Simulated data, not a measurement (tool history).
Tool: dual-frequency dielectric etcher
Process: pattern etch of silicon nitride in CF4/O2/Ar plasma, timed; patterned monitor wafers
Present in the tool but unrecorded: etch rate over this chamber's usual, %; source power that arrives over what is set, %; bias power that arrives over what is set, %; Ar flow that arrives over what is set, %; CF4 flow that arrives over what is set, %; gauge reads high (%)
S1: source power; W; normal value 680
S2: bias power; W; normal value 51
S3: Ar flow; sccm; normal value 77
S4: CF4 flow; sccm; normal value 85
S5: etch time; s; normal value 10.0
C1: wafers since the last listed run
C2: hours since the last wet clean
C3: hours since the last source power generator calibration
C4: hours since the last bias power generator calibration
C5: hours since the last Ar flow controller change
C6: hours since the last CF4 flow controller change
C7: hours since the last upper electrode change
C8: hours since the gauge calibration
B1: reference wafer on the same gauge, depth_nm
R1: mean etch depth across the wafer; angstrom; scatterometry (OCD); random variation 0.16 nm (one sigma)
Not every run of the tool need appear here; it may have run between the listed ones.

Run 1, hour 0.0: usual settings; C1 0; C2 519.0; C3 1952.4; C4 561.6; C5 2775.1; C6 5854.8; C7 2887.8; C8 2554.9; B1 22.99. Result: R1 287.0 angstrom.
At hour 35.1: wet clean of the chamber.
Run 2, hour 37.9: usual settings; C1 166; C2 2.8; C3 1990.3; C4 599.5; C5 2813.0; C6 5892.7; C7 2925.7; C8 2592.8; B1 23.00. Result: R1 288.0 angstrom.
Run 3, hour 134.8: usual settings; C1 1158; C2 99.7; C3 2087.2; C4 696.4; C5 2909.9; C6 5989.6; C7 3022.6; C8 2689.7; B1 22.98. Result: R1 289.2 angstrom.
At hour 173.5: gauge calibrated.
Run 4, hour 229.6: usual settings but S5 7.0 s; C1 1133; C2 194.5; C3 2182.0; C4 791.2; C5 3004.7; C6 6084.4; C7 3117.4; C8 56.1; B1 23.00. Result: R1 202.0 angstrom.
Run 5, hour 329.1: usual settings but S1 570 W; C1 1189; C2 294.0; C3 2281.5; C4 890.7; C5 3104.2; C6 6183.9; C7 3216.9; C8 155.6; B1 22.99. Result: R1 253.1 angstrom.
Run 6, hour 395.7: usual settings; C1 796; C2 360.6; C3 2348.1; C4 957.3; C5 3170.8; C6 6250.5; C7 3283.5; C8 222.2; B1 22.99. Result: R1 288.3 angstrom.
Run 7, hour 491.3: usual settings; C1 1143; C2 456.2; C3 2443.7; C4 1052.9; C5 3266.4; C6 6346.1; C7 3379.1; C8 317.8; B1 23.02. Result: R1 291.5 angstrom.
At hour 506.0: Ar flow controller replaced.
At hour 546.0: CF4 flow controller replaced.
Run 8, hour 570.0: usual settings but S4 93 sccm; C1 797; C2 534.9; C3 2522.4; C4 1131.6; C5 64.0; C6 24.0; C7 3457.8; C8 396.5; B1 23.00. Result: R1 292.3 angstrom.
At hour 695.1: upper electrode replaced.
At hour 695.7: wet clean of the chamber.
Run 9, hour 800.7: usual settings; C1 2464; C2 105.0; C3 2753.1; C4 1362.3; C5 294.7; C6 254.7; C7 105.6; C8 627.2; B1 22.99. Result: R1 290.1 angstrom.
Run 10, hour 907.2: usual settings but S2 45 W, S4 71 sccm; C1 1273; C2 211.5; C3 2859.6; C4 1468.8; C5 401.2; C6 361.2; C7 212.1; C8 733.7; B1 22.98. Result: R1 269.1 angstrom.
At hour 961.0: source power generator calibrated.
Run 11, hour 1005.7: usual settings but S1 770 W, S2 44 W, S4 101 sccm, S5 7.5 s; C1 1130; C2 310.0; C3 44.7; C4 1567.3; C5 499.7; C6 459.7; C7 310.6; C8 832.2; B1 23.02. Result: R1 220.1 angstrom.
Run 12, hour 1076.7: usual settings but S4 91 sccm, S5 7.5 s; C1 849; C2 381.0; C3 115.7; C4 1638.3; C5 570.7; C6 530.7; C7 381.6; C8 903.2; B1 23.00. Result: R1 209.7 angstrom.
At hour 1095.3: bias power generator calibrated.
Run 13, hour 1183.8: usual settings but S2 60 W, S3 88 sccm; C1 1233; C2 488.1; C3 222.8; C4 88.5; C5 677.8; C6 637.8; C7 488.7; C8 1010.3; B1 23.01. Result: R1 291.3 angstrom.
At hour 1244.6: wet clean of the chamber.
Run 14, hour 1291.8: usual settings; C1 1004; C2 47.2; C3 330.8; C4 196.5; C5 785.8; C6 745.8; C7 596.7; C8 1118.3; B1 22.99. Result: R1 280.1 angstrom.
Run 15, hour 1346.1: usual settings but S1 610 W, S4 105 sccm, S5 8.0 s; C1 649; C2 101.5; C3 385.1; C4 250.8; C5 840.1; C6 800.1; C7 651.0; C8 1172.6; B1 23.01. Result: R1 213.5 angstrom.
Run 16, hour 1441.3: usual settings; C1 1138; C2 196.7; C3 480.3; C4 346.0; C5 935.3; C6 895.3; C7 746.2; C8 1267.8; B1 23.02. Result: R1 279.0 angstrom.
Run 17, hour 1574.4: usual settings but S1 750 W, S2 56 W; C1 1591; C2 329.8; C3 613.4; C4 479.1; C5 1068.4; C6 1028.4; C7 879.3; C8 1400.9; B1 23.00. Result: R1 313.1 angstrom.
Run 18, hour 1621.3: usual settings but S5 8.0 s; C1 560; C2 376.7; C3 660.3; C4 526.0; C5 1115.3; C6 1075.3; C7 926.2; C8 1447.8; B1 23.00. Result: R1 225.6 angstrom.
Run 19, hour 1722.5: usual settings but S1 590 W, S2 43 W, S3 86 sccm, S5 13.0 s; C1 1210; C2 477.9; C3 761.5; C4 627.2; C5 1216.5; C6 1176.5; C7 1027.4; C8 1549.0; B1 22.99. Result: R1 305.2 angstrom.
At hour 1784.0: wet clean of the chamber.
Run 20, hour 1829.6: usual settings but S1 540 W; C1 993; C2 45.6; C3 868.6; C4 734.3; C5 1323.6; C6 1283.6; C7 1134.5; C8 1656.1; B1 22.99. Result: R1 235.7 angstrom.
Run 21, hour 1879.1: usual settings but S1 720 W, S3 63 sccm, S4 65 sccm, S5 12.5 s; C1 591; C2 95.1; C3 918.1; C4 783.8; C5 1373.1; C6 1333.1; C7 1184.0; C8 1705.6; B1 23.03. Result: R1 367.8 angstrom.
Run 22, hour 1978.9: usual settings; C1 1193; C2 194.9; C3 1017.9; C4 883.6; C5 1472.9; C6 1432.9; C7 1283.8; C8 1805.4; B1 23.01. Result: R1 283.8 angstrom.

Below, some changes in R1 between adjacent runs. For each, the amount present without the hidden state too (settings, incoming material, random variation) and the amount remaining for the hidden state with gauge scatter not shared by both compared results:
Run 10 -> 11: S1 680 -> 770, S2 45 -> 44, S4 71 -> 101, S5 10.0 -> 7.5, source power generator calibrated. R1 -49.0 angstrom: hidden state -12.3, all else -36.7.
Run 17 -> 18: S1 750 -> 680, S2 56 -> 51, S5 10.0 -> 8.0. R1 -87.5 angstrom: hidden state -1.9, all else -85.6.
Run 20 -> 21: S1 540 -> 720, S3 77 -> 63, S4 85 -> 65, S5 10.0 -> 12.5. R1 +132.1 angstrom: hidden state +5.0, all else +127.1.

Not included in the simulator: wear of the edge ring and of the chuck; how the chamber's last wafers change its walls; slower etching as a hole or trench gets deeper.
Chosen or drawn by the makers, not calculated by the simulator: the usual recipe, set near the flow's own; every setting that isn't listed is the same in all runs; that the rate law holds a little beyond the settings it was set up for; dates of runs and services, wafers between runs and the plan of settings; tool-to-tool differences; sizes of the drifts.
